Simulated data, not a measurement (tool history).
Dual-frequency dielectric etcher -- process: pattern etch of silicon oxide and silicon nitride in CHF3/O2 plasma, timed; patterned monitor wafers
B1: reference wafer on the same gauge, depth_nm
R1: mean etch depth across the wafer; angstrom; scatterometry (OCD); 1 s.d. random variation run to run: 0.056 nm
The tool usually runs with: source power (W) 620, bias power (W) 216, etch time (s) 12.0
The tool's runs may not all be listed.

{"run": 1, "day": 0.0, "source power (W)": 620, "bias power (W)": 216, "etch time (s)": 12.0, "B1": 18.4, "R1": 213.3}
{"run": 2, "day": 0.633, "source power (W)": 620, "bias power (W)": 216, "etch time (s)": 12.0, "B1": 18.4, "R1": 213.4}
{"run": 3, "day": 1.279, "source power (W)": 620, "bias power (W)": 216, "etch time (s)": 12.0, "B1": 18.4, "R1": 214.9}
{"run": 4, "day": 1.579, "source power (W)": 620, "bias power (W)": 250, "etch time (s)": 12.0, "B1": 18.39, "R1": 230.1}
{"run": 5, "day": 2.379, "source power (W)": 620, "bias power (W)": 250, "etch time (s)": 12.0, "B1": 18.4, "R1": 229.2}
{"run": 6, "day": 2.817, "source power (W)": 620, "bias power (W)": 250, "etch time (s)": 12.0, "B1": 18.4, "R1": 229.8}
{"run": 7, "day": 3.433, "source power (W)": 620, "bias power (W)": 216, "etch time (s)": 12.0, "B1": 18.4, "R1": 214.0}
{"run": 8, "day": 3.75, "source power (W)": 620, "bias power (W)": 216, "etch time (s)": 12.0, "B1": 18.4, "R1": 214.7}
{"day": 4.754, "done": "upper electrode replaced"}
{"run": 9, "day": 4.775, "source power (W)": 620, "bias power (W)": 216, "etch time (s)": 12.0, "B1": 18.4, "R1": 214.6}
{"run": 10, "day": 5.029, "source power (W)": 620, "bias power (W)": 216, "etch time (s)": 12.0, "B1": 18.4, "R1": 214.7}
{"run": 11, "day": 5.683, "source power (W)": 620, "bias power (W)": 216, "etch time (s)": 12.0, "B1": 18.41, "R1": 216.2}
{"run": 12, "day": 6.1, "source power (W)": 620, "bias power (W)": 216, "etch time (s)": 12.0, "B1": 18.4, "R1": 214.2}
{"run": 13, "day": 6.621, "source power (W)": 620, "bias power (W)": 216, "etch time (s)": 12.0, "B1": 18.39, "R1": 215.6}
{"run": 14, "day": 7.342, "source power (W)": 620, "bias power (W)": 216, "etch time (s)": 12.0, "B1": 18.4, "R1": 215.6}
{"day": 7.725, "done": "source power generator calibrated"}
{"day": 7.962, "done": "bias power generator calibrated"}
{"run": 15, "day": 8.062, "source power (W)": 620, "bias power (W)": 216, "etch time (s)": 12.0, "B1": 18.4, "R1": 215.7}
{"run": 16, "day": 8.692, "source power (W)": 620, "bias power (W)": 177, "etch time (s)": 10.5, "B1": 18.41, "R1": 169.6}
{"run": 17, "day": 9.008, "source power (W)": 710, "bias power (W)": 198, "etch time (s)": 11.0, "B1": 18.41, "R1": 194.6}
{"run": 18, "day": 9.338, "source power (W)": 740, "bias power (W)": 216, "etch time (s)": 12.0, "B1": 18.4, "R1": 222.1}
{"run": 19, "day": 9.896, "source power (W)": 620, "bias power (W)": 216, "etch time (s)": 12.0, "B1": 18.39, "R1": 216.3}
{"day": 10.125, "done": "gauge calibrated"}
{"run": 20, "day": 10.246, "source power (W)": 620, "bias power (W)": 186, "etch time (s)": 9.5, "B1": 18.4, "R1": 159.0}
{"day": 11.604, "done": "wet clean of the chamber"}
{"run": 21, "day": 11.625, "source power (W)": 540, "bias power (W)": 175, "etch time (s)": 15.0, "B1": 18.4, "R1": 228.9}
{"run": 22, "day": 11.642, "source power (W)": 620, "bias power (W)": 216, "etch time (s)": 12.0, "B1": 18.4, "R1": 209.8}
{"run": 23, "day": 11.654, "source power (W)": 620, "bias power (W)": 216, "etch time (s)": 12.0, "B1": 18.4, "R1": 208.7}
{"run": 24, "day": 12.229, "source power (W)": 470, "bias power (W)": 237, "etch time (s)": 10.0, "B1": 18.4, "R1": 173.6}
{"run": 25, "day": 12.758, "source power (W)": 620, "bias power (W)": 216, "etch time (s)": 12.0, "B1": 18.39, "R1": 209.7}
{"run": 26, "day": 13.25, "source power (W)": 620, "bias power (W)": 241, "etch time (s)": 13.5, "B1": 18.4, "R1": 249.3}
{"run": 27, "day": 13.862, "source power (W)": 520, "bias power (W)": 257, "etch time (s)": 10.5, "B1": 18.4, "R1": 193.8}

The next listed run, before its measurement:
{"run": 28, "day": 14.529, "source power (W)": 620, "bias power (W)": 167, "etch time (s)": 12.0, "B1": "?", "R1": "?"}

Run 28 gave B1 18.40, R1 183.3 angstrom.
Had the tool carried no hidden state, the very same run would have given R1 182.9 angstrom.
